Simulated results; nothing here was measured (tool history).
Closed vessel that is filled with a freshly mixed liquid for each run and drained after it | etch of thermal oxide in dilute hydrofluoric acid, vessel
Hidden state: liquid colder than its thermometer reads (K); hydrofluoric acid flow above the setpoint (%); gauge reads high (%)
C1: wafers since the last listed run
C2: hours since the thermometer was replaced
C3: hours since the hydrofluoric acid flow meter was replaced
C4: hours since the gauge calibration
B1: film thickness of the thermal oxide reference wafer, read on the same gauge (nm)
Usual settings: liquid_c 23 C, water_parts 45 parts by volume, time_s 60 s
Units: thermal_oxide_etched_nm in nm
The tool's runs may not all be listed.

Run 1, hour 0: usual settings; C1 0; C2 1264.3; C3 721; C4 501; B1 110. Result: thermal_oxide_etched_nm 7.08 nm.
Run 2, hour 58.6: usual settings; C1 5035; C2 1322.9; C3 779.6; C4 559.6; B1 110.02. Result: thermal_oxide_etched_nm 7.04 nm.
Run 3, hour 126.4: usual settings but time_s 70 s; C1 5826; C2 1390.7; C3 847.4; C4 627.4; B1 110.01. Result: thermal_oxide_etched_nm 8.25 nm.
Run 4, hour 180.9: usual settings but time_s 70 s; C1 4683; C2 1445.2; C3 901.9; C4 681.9; B1 110. Result: thermal_oxide_etched_nm 8.24 nm.
Run 5, hour 208.9: usual settings but time_s 70 s; C1 2406; C2 1473.2; C3 929.9; C4 709.9; B1 110.01. Result: thermal_oxide_etched_nm 8.24 nm.
Run 6, hour 253.4: usual settings but time_s 75 s; C1 3823; C2 1517.7; C3 974.4; C4 754.4; B1 110.01. Result: thermal_oxide_etched_nm 8.92 nm.
Run 7, hour 284: usual settings but time_s 75 s; C1 2629; C2 1548.3; C3 1005; C4 785; B1 110. Result: thermal_oxide_etched_nm 8.84 nm.
Run 8, hour 334.1: usual settings; C1 4305; C2 1598.4; C3 1055.1; C4 835.1; B1 109.98. Result: thermal_oxide_etched_nm 7.1 nm.
Run 9, hour 360.9: usual settings; C1 2302; C2 1625.2; C3 1081.9; C4 861.9; B1 110. Result: thermal_oxide_etched_nm 7.05 nm.
Run 10, hour 401.7: usual settings; C1 3505; C2 1666; C3 1122.7; C4 902.7; B1 109.99. Result: thermal_oxide_etched_nm 7.1 nm.
Run 11, hour 466.3: usual settings but liquid_c 26 C; C1 5551; C2 1730.6; C3 1187.3; C4 967.3; B1 109.99. Result: thermal_oxide_etched_nm 7.98 nm.
Run 12, hour 509.4: usual settings but liquid_c 26 C; C1 3703; C2 1773.7; C3 1230.4; C4 1010.4; B1 110. Result: thermal_oxide_etched_nm 7.98 nm.
Run 13, hour 579.4: usual settings but time_s 50 s; C1 6015; C2 1843.7; C3 1300.4; C4 1080.4; B1 110. Result: thermal_oxide_etched_nm 5.95 nm.
Run 14, hour 620.6: usual settings; C1 3540; C2 1884.9; C3 1341.6; C4 1121.6; B1 110. Result: thermal_oxide_etched_nm 7.16 nm.
Run 15, hour 646.2: usual settings; C1 2199; C2 1910.5; C3 1367.2; C4 1147.2; B1 110.01. Result: thermal_oxide_etched_nm 7.06 nm.
Run 16, hour 691.1: usual settings but liquid_c 21.5 C, water_parts 55 parts by volume; C1 3858; C2 1955.4; C3 1412.1; C4 1192.1; B1 110.01. Result: thermal_oxide_etched_nm 5.32 nm.
At hour 739.8: hydrofluoric acid flow meter replaced.
Run 17, hour 751.8: usual settings but liquid_c 21 C; C1 5130; C2 2016.1; C3 12; C4 1252.8; B1 110. Result: thermal_oxide_etched_nm 6.48 nm.
Run 18, hour 810.6: usual settings; C1 5052; C2 2074.9; C3 70.8; C4 1311.6; B1 110. Result: thermal_oxide_etched_nm 7.03 nm.
Run 19, hour 865.2: usual settings but water_parts 50 parts by volume; C1 4691; C2 2129.5; C3 125.4; C4 1366.2; B1 110.02. Result: thermal_oxide_etched_nm 6.28 nm.
Run 20, hour 898.5: usual settings but water_parts 60 parts by volume, time_s 50 s; C1 2861; C2 2162.8; C3 158.7; C4 1399.5; B1 110.01. Result: thermal_oxide_etched_nm 4.35 nm.
Run 21, hour 962.9: usual settings but liquid_c 26 C; C1 5533; C2 2227.2; C3 223.1; C4 1463.9; B1 110.02. Result: thermal_oxide_etched_nm 8.02 nm.
Run 22, hour 1007.7: usual settings; C1 3849; C2 2272; C3 267.9; C4 1508.7; B1 110.01. Result: thermal_oxide_etched_nm 7.1 nm.
Run 23, hour 1067.7: usual settings; C1 5155; C2 2332; C3 327.9; C4 1568.7; B1 109.98. Result: thermal_oxide_etched_nm 7.1 nm.
Run 24, hour 1104: usual settings but liquid_c 19 C, water_parts 25 parts by volume; C1 3119; C2 2368.3; C3 364.2; C4 1605; B1 110.03. Result: thermal_oxide_etched_nm 10.92 nm.
Run 25, hour 1158.3: usual settings; C1 4666; C2 2422.6; C3 418.5; C4 1659.3; B1 110.01. Result: thermal_oxide_etched_nm 7.11 nm.
Run 26, hour 1230.2: usual settings but liquid_c 19.5 C, water_parts 60 parts by volume, time_s 85 s; C1 6178; C2 2494.5; C3 490.4; C4 1731.2; B1 110.01. Result: thermal_oxide_etched_nm 6.41 nm.
Run 27, hour 1422.4: usual settings; C1 16515; C2 2686.7; C3 682.6; C4 1923.4; B1 109.99. Result: thermal_oxide_etched_nm 7.04 nm.
At hour 1438.3: gauge calibrated.
At hour 1491.5: thermometer replaced.
Run 28, hour 1533.7: usual settings but water_parts 50 parts by volume, time_s 40 s; C1 9478; C2 42.2; C3 793.9; C4 95.4; B1 109.98. Result: thermal_oxide_etched_nm 4.2 nm.
Run 29, hour 1578.1: usual settings but liquid_c 24.5 C, time_s 30 s; C1 3815; C2 86.6; C3 838.3; C4 139.8; B1 110. Result: thermal_oxide_etched_nm 3.79 nm.
Run 30, hour 1639.9: usual settings but liquid_c 24.5 C, water_parts 35 parts by volume; C1 5310; C2 148.4; C3 900.1; C4 201.6; B1 110.01. Result: thermal_oxide_etched_nm 9.87 nm.
Run 31, hour 1803.8: usual settings but water_parts 50 parts by volume, time_s 90 s; C1 14083; C2 312.3; C3 1064; C4 365.5; B1 110.01. Result: thermal_oxide_etched_nm 9.5 nm.
Run 32, hour 1858.8: usual settings but liquid_c 26.5 C, water_parts 60 parts by volume, time_s 30 s; C1 4726; C2 367.3; C3 1119; C4 420.5; B1 109.99. Result: thermal_oxide_etched_nm 3.02 nm.
Run 33, hour 1914.9: usual settings but liquid_c 21.5 C, water_parts 55 parts by volume; C1 4820; C2 423.4; C3 1175.1; C4 476.6; B1 110.01. Result: thermal_oxide_etched_nm 5.36 nm.

How the hidden state differs across the entries between the runs, from the last listed run before each to the first after it:
Between runs 16 and 17: hydrofluoric acid flow meter replaced (hour 739.8)
  no hidden state differs between the two runs
Between runs 27 and 28: gauge calibrated (hour 1438.3); thermometer replaced (hour 1491.5)
  no hidden state differs between the two runs
